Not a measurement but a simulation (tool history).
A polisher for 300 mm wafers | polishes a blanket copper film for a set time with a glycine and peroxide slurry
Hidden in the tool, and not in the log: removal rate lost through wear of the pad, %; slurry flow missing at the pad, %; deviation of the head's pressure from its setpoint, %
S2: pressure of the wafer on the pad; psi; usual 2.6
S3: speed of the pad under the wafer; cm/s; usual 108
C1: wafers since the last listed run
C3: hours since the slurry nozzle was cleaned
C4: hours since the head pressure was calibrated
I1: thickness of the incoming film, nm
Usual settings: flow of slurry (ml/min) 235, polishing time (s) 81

Run 1, hour 0.0: usual settings; C1 0; wafers polished on this pad 1458; C3 15.5; C4 565.0; I1 1979.4. Result: film removed (nm) 394.4.
Run 2, hour 42.0: usual settings; C1 502; wafers polished on this pad 1961; C3 57.5; C4 607.0; I1 1984.1. Result: film removed (nm) 393.2.
At hour 97.3: head pressure recalibrated.
Run 3, hour 107.6: usual settings but S2 3.2 psi; C1 761; wafers polished on this pad 2722; C3 123.1; C4 10.3; I1 1945.3. Result: film removed (nm) 460.1.
Run 4, hour 179.2: usual settings but S2 3.2 psi; C1 857; wafers polished on this pad 3580; C3 194.7; C4 81.9; I1 1989.5. Result: film removed (nm) 447.6.
Run 5, hour 204.5: usual settings; C1 302; wafers polished on this pad 3883; C3 220.0; C4 107.2; I1 1999.9. Result: film removed (nm) 377.2.
Run 6, hour 268.5: usual settings; C1 766; wafers polished on this pad 4649; C3 284.0; C4 171.2; I1 1964.5. Result: film removed (nm) 364.3.
Run 7, hour 330.1: usual settings; C1 737; wafers polished on this pad 5387; C3 345.6; C4 232.8; I1 1964.1. Result: film removed (nm) 368.2.
Run 8, hour 391.4: usual settings; C1 734; wafers polished on this pad 6121; C3 406.9; C4 294.1; I1 1961.3. Result: film removed (nm) 357.7.
Run 9, hour 457.3: usual settings; C1 789; wafers polished on this pad 6910; C3 472.8; C4 360.0; I1 1962.4. Result: film removed (nm) 356.6.
At hour 463.4: worn pad replaced by a new one.
At hour 488.7: slurry nozzle cleaned.
Run 10, hour 492.9: usual settings; C1 366; wafers polished on this pad 341; C3 4.2; C4 395.6; I1 1984.1. Result: film removed (nm) 395.3.
Run 11, hour 553.7: usual settings; C1 728; wafers polished on this pad 1069; C3 65.0; C4 456.4; I1 1981.6. Result: film removed (nm) 388.4.
Run 12, hour 621.6: usual settings; C1 813; wafers polished on this pad 1882; C3 132.9; C4 524.3; I1 1947.0. Result: film removed (nm) 383.3.
At hour 626.1: head pressure recalibrated.
Run 13, hour 658.8: usual settings; C1 421; wafers polished on this pad 2303; C3 170.1; C4 32.7; I1 1980.8. Result: film removed (nm) 371.9.
Run 14, hour 700.5: usual settings; C1 499; wafers polished on this pad 2803; C3 211.8; C4 74.4; I1 2013.5. Result: film removed (nm) 379.8.
Run 15, hour 756.8: usual settings but S2 3.4 psi, S3 136 cm/s; C1 674; wafers polished on this pad 3477; C3 268.1; C4 130.7; I1 1982.1. Result: film removed (nm) 587.6.
Run 16, hour 798.7: usual settings; C1 501; wafers polished on this pad 3979; C3 310.0; C4 172.6; I1 1984.9. Result: film removed (nm) 371.4.
Run 17, hour 845.8: usual settings; C1 564; wafers polished on this pad 4543; C3 357.1; C4 219.7; I1 1939.2. Result: film removed (nm) 368.4.
Run 18, hour 901.0: usual settings; C1 661; wafers polished on this pad 5204; C3 412.3; C4 274.9; I1 1993.7. Result: film removed (nm) 362.8.
At hour 976.8: slurry nozzle cleaned.
Run 19, hour 1021.9: usual settings but flow of slurry (ml/min) 195, S2 3.0 psi, polishing time (s) 104; C1 1435; wafers polished on this pad 6639; C3 45.1; C4 395.8; I1 2019.7. Result: film removed (nm) 527.3.
At hour 1050.8: worn pad replaced by a new one.
Run 20, hour 1195.4: usual settings but S2 2.8 psi; C1 2029; wafers polished on this pad 1731; C3 218.6; C4 569.3; I1 1960.6. Result: film removed (nm) 403.1.
Run 21, hour 1231.2: usual settings but S3 132 cm/s, polishing time (s) 57; C1 428; wafers polished on this pad 2160; C3 254.4; C4 605.1; I1 1959.3. Result: film removed (nm) 313.7.
At hour 1265.0: head pressure recalibrated.
Run 22, hour 1271.3: usual settings but flow of slurry (ml/min) 305, S2 2.1 psi, S3 140 cm/s; C1 456; wafers polished on this pad 2616; C3 294.5; C4 6.3; I1 1981.6. Result: film removed (nm) 409.2.
Run 23, hour 1324.4: usual settings but S2 1.9 psi, S3 144 cm/s; C1 635; wafers polished on this pad 3252; C3 347.6; C4 59.4; I1 1990.8. Result: film removed (nm) 363.4.
Run 24, hour 1365.3: usual settings; C1 489; wafers polished on this pad 3742; C3 388.5; C4 100.3; I1 1963.2. Result: film removed (nm) 373.9.
Run 25, hour 1399.3: usual settings but S2 2.2 psi, S3 122 cm/s, polishing time (s) 106; C1 407; wafers polished on this pad 4149; C3 422.5; C4 134.3; I1 2012.2. Result: film removed (nm) 462.4.
Run 26, hour 1437.9: usual settings but S2 3.1 psi, polishing time (s) 96; C1 462; wafers polished on this pad 4611; C3 461.1; C4 172.9; I1 1955.9. Result: film removed (nm) 498.6.
At hour 1454.2: slurry nozzle cleaned.
Run 27, hour 1509.8: usual settings but S3 78 cm/s; C1 849; wafers polished on this pad 5460; C3 55.6; C4 244.8; I1 1979.6. Result: film removed (nm) 284.7.
At hour 1543.0: worn pad replaced by a new one.
Run 28, hour 1558.3: usual settings but flow of slurry (ml/min) 195, S2 1.9 psi, S3 92 cm/s, polishing time (s) 97; C1 532; wafers polished on this pad 182; C3 104.1; C4 293.3; I1 1988.6. Result: film removed (nm) 313.0.
Run 29, hour 1622.8: usual settings but S2 1.9 psi; C1 772; wafers polished on this pad 955; C3 168.6; C4 357.8; I1 1987.5. Result: film removed (nm) 297.8.
Run 30, hour 1654.8: usual settings; C1 383; wafers polished on this pad 1338; C3 200.6; C4 389.8; I1 1983.2. Result: film removed (nm) 378.5.
Run 31, hour 1711.4: usual settings but flow of slurry (ml/min) 210, S2 3.0 psi, S3 118 cm/s, polishing time (s) 97; C1 677; wafers polished on this pad 2016; C3 257.2; C4 446.4; I1 1985.0. Result: film removed (nm) 544.4.
Run 32, hour 1761.8: usual settings but polishing time (s) 65; C1 603; wafers polished on this pad 2619; C3 307.6; C4 496.8; I1 1982.7. Result: film removed (nm) 299.6.
Run 33, hour 1817.7: usual settings but S2 1.8 psi; C1 669; wafers polished on this pad 3289; C3 363.5; C4 552.7; I1 1964.6. Result: film removed (nm) 275.7.
Run 34, hour 1846.9: usual settings but flow of slurry (ml/min) 180, S2 2.9 psi, S3 76 cm/s; C1 349; wafers polished on this pad 3638; C3 392.7; C4 581.9; I1 1985.5. Result: film removed (nm) 291.9.
Run 35, hour 1891.2: usual settings but flow of slurry (ml/min) 290, S2 3.3 psi, S3 134 cm/s, polishing time (s) 100; C1 530; wafers polished on this pad 4169; C3 437.0; C4 626.2; I1 1970.9. Result: film removed (nm) 706.3.
At hour 1896.5: head pressure recalibrated.
Run 36, hour 1952.0: usual settings but S3 140 cm/s, polishing time (s) 63; C1 704; wafers polished on this pad 4873; C3 497.8; C4 55.5; I1 1983.5. Result: film removed (nm) 354.7.
At hour 1954.1: slurry nozzle cleaned.
Run 37, hour 2008.4: usual settings; C1 663; wafers polished on this pad 5536; C3 54.3; C4 111.9; I1 2003.1. Result: film removed (nm) 373.1.
Run 38, hour 2051.2: usual settings but flow of slurry (ml/min) 180; C1 512; wafers polished on this pad 6049; C3 97.1; C4 154.7; I1 1977.0. Result: film removed (nm) 350.2.

Forecast each of these 3 alternatives for the next run:
Run A, hour 2051.7: usual settings; C1 5; wafers polished on this pad 6055; C3 97.6; C4 155.2; I1 1998.3. Result: film removed (nm) ?.
Run B, hour 2051.7: usual settings but flow of slurry (ml/min) 160, S2 3.4 psi; C1 5; wafers polished on this pad 6055; C3 97.6; C4 155.2; I1 1998.3. Result: film removed (nm) ?.
Run C, hour 2051.7: usual settings but S2 2.1 psi, S3 120 cm/s, polishing time (s) 109; C1 5; wafers polished on this pad 6055; C3 97.6; C4 155.2; I1 1998.3. Result: film removed (nm) ?.

run  film removed (nm)
  A              368.5
  B              429.3
  C              453.9
Without the tool's hidden state the same runs would have given:
run  film removed (nm)
  A              397.2
  B              469.3
  C              489.2
